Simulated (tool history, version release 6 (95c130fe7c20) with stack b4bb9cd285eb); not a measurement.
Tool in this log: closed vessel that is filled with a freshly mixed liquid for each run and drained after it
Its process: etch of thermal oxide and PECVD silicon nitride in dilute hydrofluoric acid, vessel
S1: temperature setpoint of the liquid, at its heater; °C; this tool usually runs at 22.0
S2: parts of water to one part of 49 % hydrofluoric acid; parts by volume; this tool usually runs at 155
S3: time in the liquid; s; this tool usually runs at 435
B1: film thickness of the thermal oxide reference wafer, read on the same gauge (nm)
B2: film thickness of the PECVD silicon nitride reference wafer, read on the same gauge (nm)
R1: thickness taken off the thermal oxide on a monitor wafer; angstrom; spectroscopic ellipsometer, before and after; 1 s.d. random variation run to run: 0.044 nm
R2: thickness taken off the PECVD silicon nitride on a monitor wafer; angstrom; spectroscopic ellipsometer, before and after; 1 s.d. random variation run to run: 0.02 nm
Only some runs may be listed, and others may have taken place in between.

run 1 hour=0.0 | S1=22.0 S2=155 S3=435 | B1=140.01 B2=100.06 | R1=115.3 R2=53.3
run 2 hour=16.4 | S1=22.0 S2=155 S3=435 | B1=140.03 B2=100.05 | R1=115.0 R2=53.7
run 3 hour=41.0 | S1=22.0 S2=155 S3=435 | B1=139.99 B2=100.01 | R1=115.1 R2=53.3
run 4 hour=65.4 | S1=22.0 S2=155 S3=435 | B1=139.99 B2=99.99 | R1=115.1 R2=53.5
run 5 hour=85.7 | S1=22.0 S2=155 S3=435 | B1=140.01 B2=100.00 | R1=114.4 R2=53.7
run 6 hour=104.0 | S1=22.0 S2=155 S3=435 | B1=139.99 B2=99.98 | R1=116.2 R2=53.6
run 7 hour=121.8 | S1=17.5 S2=155 S3=435 | B1=139.96 B2=100.00 | R1=97.1 R2=39.3
-- hour=134.6 hydrofluoric acid flow meter replaced
run 8 hour=135.8 | S1=20.5 S2=155 S3=690 | B1=140.02 B2=100.00 | R1=165.8 R2=74.6
run 9 hour=149.0 | S1=22.0 S2=155 S3=435 | B1=140.00 B2=99.96 | R1=111.6 R2=51.9
-- hour=168.1 gauge calibrated
run 10 hour=172.3 | S1=19.0 S2=105 S3=320 | B1=139.96 B2=100.00 | R1=112.7 R2=45.8
run 11 hour=192.1 | S1=20.5 S2=130 S3=250 | B1=140.02 B2=100.00 | R1=74.4 R2=32.1
run 12 hour=208.4 | S1=22.0 S2=220 S3=275 | B1=140.01 B2=100.00 | R1=46.4 R2=23.3
run 13 hour=220.7 | S1=22.0 S2=155 S3=435 | B1=139.95 B2=99.99 | R1=111.2 R2=51.8
run 14 hour=234.4 | S1=23.5 S2=175 S3=595 | B1=139.99 B2=99.99 | R1=141.0 R2=69.9
run 15 hour=253.9 | S1=27.0 S2=195 S3=180 | B1=139.98 B2=99.97 | R1=42.3 R2=23.6
run 16 hour=280.0 | S1=26.5 S2=155 S3=555 | B1=140.02 B2=100.02 | R1=169.0 R2=89.2
run 17 hour=303.0 | S1=22.0 S2=155 S3=365 | B1=139.99 B2=99.98 | R1=94.4 R2=44.0
run 18 hour=318.8 | S1=24.5 S2=155 S3=230 | B1=140.05 B2=99.97 | R1=65.1 R2=32.6
run 19 hour=349.3 | S1=24.5 S2=225 S3=435 | B1=140.01 B2=100.01 | R1=78.9 R2=42.5
run 20 hour=371.3 | S1=22.0 S2=155 S3=435 | B1=140.00 B2=100.00 | R1=112.4 R2=52.4
run 21 hour=383.9 | S1=22.0 S2=155 S3=435 | B1=140.01 B2=100.00 | R1=112.8 R2=52.1
run 22 hour=405.7 | S1=25.0 S2=155 S3=335 | B1=139.99 B2=100.01 | R1=97.4 R2=48.9
run 23 hour=434.7 | S1=22.0 S2=155 S3=435 | B1=139.98 B2=100.00 | R1=112.5 R2=52.2
run 24 hour=453.9 | S1=22.0 S2=220 S3=435 | B1=139.94 B2=100.07 | R1=74.0 R2=37.3
run 25 hour=488.1 | S1=23.5 S2=155 S3=210 | B1=139.98 B2=100.00 | R1=57.1 R2=27.9
run 26 hour=513.5 | S1=25.5 S2=125 S3=180 | B1=139.98 B2=100.05 | R1=68.6 R2=33.4

Each row is a separate what-if for the run after 26, all from the same tool condition, not one after another. Results?
run A hour=514.3 | S1=22.0 S2=190 S3=435 | B1=? B2=? | R1=? R2=?
run B hour=514.3 | S1=22.0 S2=175 S3=370 | B1=? B2=? | R1=? R2=?
run C hour=514.3 | S1=19.0 S2=155 S3=580 | B1=? B2=? | R1=? R2=?
run D hour=514.3 | S1=18.5 S2=110 S3=200 | B1=? B2=? | R1=? R2=?

run=A B1=140.01 B2=100.02 R1=88.4 R2=42.8
run=B B1=140.01 B2=100.02 R1=82.9 R2=39.5
run=C B1=140.01 B2=100.02 R1=133.1 R2=57.1
run=D B1=140.01 B2=100.02 R1=66.4 R2=26.5
With the hidden condition removed and each run's random variation left untouched, the same runs would have given:
run=A R1=87.3 R2=42.4
run=B R1=81.9 R2=39.1
run=C R1=131.5 R2=56.5
run=D R1=65.6 R2=26.3

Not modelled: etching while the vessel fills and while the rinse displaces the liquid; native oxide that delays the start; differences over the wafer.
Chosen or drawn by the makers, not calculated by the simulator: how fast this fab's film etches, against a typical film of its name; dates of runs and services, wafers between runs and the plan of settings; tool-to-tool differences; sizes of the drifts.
